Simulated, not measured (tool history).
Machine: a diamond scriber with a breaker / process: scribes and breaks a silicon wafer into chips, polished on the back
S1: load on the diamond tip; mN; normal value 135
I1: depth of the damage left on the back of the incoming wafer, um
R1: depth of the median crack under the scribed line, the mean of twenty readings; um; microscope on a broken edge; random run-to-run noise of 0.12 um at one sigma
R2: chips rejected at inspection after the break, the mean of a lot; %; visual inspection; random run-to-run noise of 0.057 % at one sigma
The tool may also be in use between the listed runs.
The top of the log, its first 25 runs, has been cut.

run    hour   S1    I1     R1    R2
 26  1380.1  120  0.03  12.75  2.14
 27  1426.9   98  0.02  11.04  8.50
 28  1458.0  135  0.02  14.18  0.99
 29  1496.2  108  0.01  12.02  4.33
 30  1540.2  135  0.02  14.02  1.15
     1558.9  -- diamond tip replaced by a new one
 31  1587.0  156  0.03  15.66  2.35
     1604.3  -- load on the tip recalibrated
 32  1619.1  135  0.04  13.91  1.05
 33  1672.0  135  0.02  13.93  1.09
 34  1718.7  163  0.01  16.13  3.26
 35  1773.8  101  0.04  11.44  6.56
 36  1807.5  124  0.04  13.34  1.51
 37  1879.2   97  0.03  11.04  8.36
 38  1925.1  164  0.02  15.87  3.91
 39  1987.8  153  0.04  15.17  2.24
 40  2020.2  114  0.03  12.56  3.05
 41  2085.8   96  0.03  10.85  8.46
 42  2118.2  156  0.03  15.39  2.26

Forecast each of these 4 alternatives for the next run:
  A  2118.9  172  0.02   ?   ?
  B  2118.9  168  0.02   ?   ?
  C  2118.9  146  0.02   ?   ?
  D  2118.9  122  0.02   ?   ?

run     R1    R2
  A  16.84  4.99
  B  16.56  4.29
  C  15.02  1.52
  D  13.23  1.81
Without the tool's unlogged condition, the same runs would have read:
run     R1    R2
  A  16.84  4.99
  B  16.56  4.29
  C  15.02  1.52
  D  13.23  1.81
